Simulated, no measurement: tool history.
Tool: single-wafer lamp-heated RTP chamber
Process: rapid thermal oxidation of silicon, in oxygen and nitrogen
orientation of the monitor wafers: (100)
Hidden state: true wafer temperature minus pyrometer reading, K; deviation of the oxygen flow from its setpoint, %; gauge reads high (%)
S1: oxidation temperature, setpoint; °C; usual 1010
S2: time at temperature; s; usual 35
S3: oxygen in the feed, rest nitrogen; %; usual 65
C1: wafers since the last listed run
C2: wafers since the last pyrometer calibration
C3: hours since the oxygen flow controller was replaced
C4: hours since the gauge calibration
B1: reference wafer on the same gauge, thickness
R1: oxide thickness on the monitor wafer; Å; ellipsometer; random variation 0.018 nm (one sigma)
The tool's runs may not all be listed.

Run 1, hour 0.0: usual settings but S3 51 %; C1 0; C2 36; C3 2662.9; C4 261.0; B1 3.814. Result: R1 40.65 Å.
Run 2, hour 77.2: usual settings; C1 1383; C2 1420; C3 2740.1; C4 338.2; B1 3.811. Result: R1 43.78 Å.
Run 3, hour 107.5: usual settings; C1 542; C2 1963; C3 2770.4; C4 368.5; B1 3.811. Result: R1 43.98 Å.
Run 4, hour 134.4: usual settings; C1 481; C2 2445; C3 2797.3; C4 395.4; B1 3.803. Result: R1 44.08 Å.
Run 5, hour 151.7: usual settings; C1 309; C2 2755; C3 2814.6; C4 412.7; B1 3.812. Result: R1 44.13 Å.
Run 6, hour 179.0: usual settings; C1 489; C2 3244; C3 2841.9; C4 440.0; B1 3.809. Result: R1 44.07 Å.
Run 7, hour 194.1: usual settings but S1 994 °C, S2 26 s; C1 270; C2 3514; C3 2857.0; C4 455.1; B1 3.808. Result: R1 35.38 Å.
At hour 211.2: gauge calibrated.
Run 8, hour 213.4: usual settings but S1 994 °C, S2 26 s; C1 345; C2 3860; C3 2876.3; C4 2.2; B1 3.806. Result: R1 34.99 Å.
Run 9, hour 228.8: usual settings but S1 994 °C, S2 26 s; C1 275; C2 4136; C3 2891.7; C4 17.6; B1 3.812. Result: R1 35.45 Å.
At hour 249.2: pyrometer window cleaned and pyrometer calibrated.
Run 10, hour 327.4: usual settings but S3 41 %; C1 1623; C2 1400; C3 2990.3; C4 116.2; B1 3.806. Result: R1 38.14 Å.
Run 11, hour 357.6: usual settings but S3 41 %; C1 541; C2 1942; C3 3020.5; C4 146.4; B1 3.809. Result: R1 37.98 Å.
Run 12, hour 373.8: usual settings but S3 41 %; C1 290; C2 2232; C3 3036.7; C4 162.6; B1 3.811. Result: R1 37.80 Å.
Run 13, hour 392.7: usual settings but S3 87 %; C1 338; C2 2570; C3 3055.6; C4 181.5; B1 3.807. Result: R1 48.28 Å.
Run 14, hour 407.9: usual settings but S1 1021 °C; C1 272; C2 2843; C3 3070.8; C4 196.7; B1 3.810. Result: R1 46.97 Å.
Run 15, hour 438.5: usual settings; C1 548; C2 3391; C3 3101.4; C4 227.3; B1 3.812. Result: R1 44.00 Å.
Run 16, hour 461.9: usual settings; C1 419; C2 3810; C3 3124.8; C4 250.7; B1 3.812. Result: R1 43.68 Å.
Run 17, hour 474.9: usual settings but S1 1022 °C; C1 232; C2 4043; C3 3137.8; C4 263.7; B1 3.808. Result: R1 47.83 Å.
At hour 484.1: oxygen flow controller replaced.
Run 18, hour 489.4: usual settings but S2 52 s, S3 36 %; C1 116; C2 4160; C3 5.3; C4 278.2; B1 3.813. Result: R1 42.62 Å.
Run 19, hour 512.3: usual settings but S3 46 %; C1 410; C2 4570; C3 28.2; C4 301.1; B1 3.803. Result: R1 39.41 Å.
Run 20, hour 536.3: usual settings but S1 1033 °C; C1 430; C2 5000; C3 52.2; C4 325.1; B1 3.808. Result: R1 51.51 Å.
Run 21, hour 550.5: usual settings; C1 254; C2 5255; C3 66.4; C4 339.3; B1 3.811. Result: R1 43.78 Å.
At hour 574.0: pyrometer window cleaned and pyrometer calibrated.
At hour 581.2: gauge calibrated.
Run 22, hour 581.5: usual settings but S3 90 %; C1 412; C2 134; C3 97.4; C4 0.3; B1 3.813. Result: R1 48.80 Å.
Run 23, hour 611.0: usual settings but S1 1023 °C, S2 19 s, S3 49 %; C1 528; C2 662; C3 126.9; C4 29.8; B1 3.811. Result: R1 34.74 Å.
Run 24, hour 623.8: usual settings; C1 229; C2 892; C3 139.7; C4 42.6; B1 3.809. Result: R1 43.79 Å.
Run 25, hour 638.9: usual settings but S2 43 s, S3 75 %; C1 270; C2 1162; C3 154.8; C4 57.7; B1 3.813. Result: R1 50.05 Å.

3 ways to go on from here, each from the tool as it stands after run 25. What would each give?
Run A, hour 639.3: usual settings but S2 20 s; C1 7; C2 1169; C3 155.2; C4 58.1; B1 ?. Result: R1 ?.
Run B, hour 639.3: usual settings but S1 1024 °C, S2 30 s, S3 56 %; C1 7; C2 1169; C3 155.2; C4 58.1; B1 ?. Result: R1 ?.
Run C, hour 639.3: usual settings but S1 1020 °C, S2 19 s, S3 52 %; C1 7; C2 1169; C3 155.2; C4 58.1; B1 ?. Result: R1 ?.

run     B1     R1
  A  3.810  35.62
  B  3.810  43.41
  C  3.810  34.82
Without the tool's hidden state the same runs would have given:
run     R1
  A  35.62
  B  43.41
  C  34.82

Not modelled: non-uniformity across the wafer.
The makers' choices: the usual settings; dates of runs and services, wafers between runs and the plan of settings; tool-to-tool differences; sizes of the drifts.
